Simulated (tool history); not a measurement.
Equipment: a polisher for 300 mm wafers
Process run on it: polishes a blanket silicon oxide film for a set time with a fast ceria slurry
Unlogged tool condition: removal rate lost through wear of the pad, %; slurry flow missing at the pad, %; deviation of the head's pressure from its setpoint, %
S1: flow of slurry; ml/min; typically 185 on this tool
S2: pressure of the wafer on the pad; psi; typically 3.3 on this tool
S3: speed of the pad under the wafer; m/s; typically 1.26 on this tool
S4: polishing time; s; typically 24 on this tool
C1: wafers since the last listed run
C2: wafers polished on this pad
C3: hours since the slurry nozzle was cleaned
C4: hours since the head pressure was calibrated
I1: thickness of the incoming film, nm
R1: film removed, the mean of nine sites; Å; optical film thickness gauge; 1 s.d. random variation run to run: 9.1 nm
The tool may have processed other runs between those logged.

run,day,S1,S2,S3,S4,C1,C2,C3,C4,I1,R1
1,0,185,3.3,1.26,24,0,1523,7.8,685.6,1573.7,6479
2,0.521,185,3.3,1.26,24,167,1690,20.3,698.1,1599.9,6583
3,1.296,185,3.3,1.26,24,249,1940,38.9,716.7,1564.5,6487
4,2.088,185,3.3,1.26,24,254,2194,57.9,735.7,1578.2,6609
# day 2.483: worn pad replaced by a new one
5,3.579,185,3.3,1.26,24,426,351,93.7,771.5,1543,6532
6,4.117,185,3.3,1.26,24,172,524,106.6,784.4,1595.9,6685
7,5.312,185,3.3,1.26,24,384,909,135.3,813.1,1570.8,6579
8,6.633,185,3.3,1.16,24,424,1334,167,844.8,1562.1,6042
9,7.338,185,3.3,1.26,24,226,1560,183.9,861.7,1565.7,6385
10,7.892,185,3.3,1.26,24,178,1739,197.2,875,1579.7,6409
11,8.779,185,3.3,1.26,24,285,2024,218.5,896.3,1583.6,6504
# day 9.662: worn pad replaced by a new one
12,9.912,185,3.3,1.26,24,310,80,245.7,923.5,1555.4,6424
13,10.946,185,3.3,1.26,24,332,412,270.5,948.3,1567.6,6285
14,12.096,185,3.3,1.26,24,369,782,298.1,975.9,1564.1,6289
15,13.021,185,3.3,1.26,24,297,1080,320.3,998.1,1579.8,6155
16,13.646,185,3.3,1.26,24,201,1281,335.3,1013.1,1565.5,6160
# day 14.342: slurry nozzle cleaned
17,14.862,215,3.3,1.26,24,377,1659,12.5,1042.3,1544.6,6625
18,16.254,225,4,1.26,27,447,2106,45.9,1075.7,1548.8,9371
# day 16.546: worn pad replaced by a new one
19,17.283,185,3.3,1.44,24,277,237,70.6,1100.4,1547.9,7560
20,18.754,185,3.3,1.26,24,473,710,105.9,1135.7,1562.7,6664
21,22.525,185,3.3,1.26,24,1212,1923,196.4,1226.2,1598,6402
# day 22.696: worn pad replaced by a new one
# day 23.75: head pressure recalibrated
22,23.788,125,2.8,1.64,20,325,324,226.7,0.9,1553.5,5576
23,24.742,185,3.3,1.26,24,306,630,249.6,23.8,1563.1,6232
24,25.371,185,3.3,1.26,24,202,833,264.7,38.9,1602.2,6454
25,26.792,210,3.3,0.94,24,456,1290,298.8,73,1585.6,4801
26,27.688,185,3.3,1.26,24,288,1578,320.3,94.5,1546.4,6209
27,28.5,240,3.3,1.26,24,261,1839,339.8,114,1577.6,6556
28,29.267,165,2.1,1.26,16,246,2086,358.2,132.4,1586.7,2558
# day 29.788: slurry nozzle cleaned
# day 30.146: worn pad replaced by a new one
29,30.321,200,2.9,1.26,31,272,56,12.8,157.7,1583.4,7701
30,31.192,185,3.3,1.26,24,280,336,33.7,178.6,1573.2,6546
31,32.538,220,2.5,0.96,18,432,769,66,210.9,1572.6,2948
32,33.692,210,4.2,0.86,31,371,1140,93.7,238.6,1566.5,7782
33,34.262,185,2.7,1.26,20,183,1323,107.4,252.3,1576.1,4567
34,35.254,185,3.3,1.26,24,318,1642,131.2,276.1,1581.1,6741

Results per run with the tool's hidden condition removed, run-to-run variation unchanged:
run,R1
1,6518
2,6624
3,6530
4,6658
5,6595
6,6757
7,6670
8,6152
9,6520
10,6561
11,6689
12,6652
13,6558
14,6630
15,6553
16,6610
17,6627
18,9378
19,7575
20,6694
21,6505
22,5764
23,6407
24,6663
25,4987
26,6540
27,6870
28,2771
29,7703
30,6551
31,2953
32,7807
33,4588
34,6788
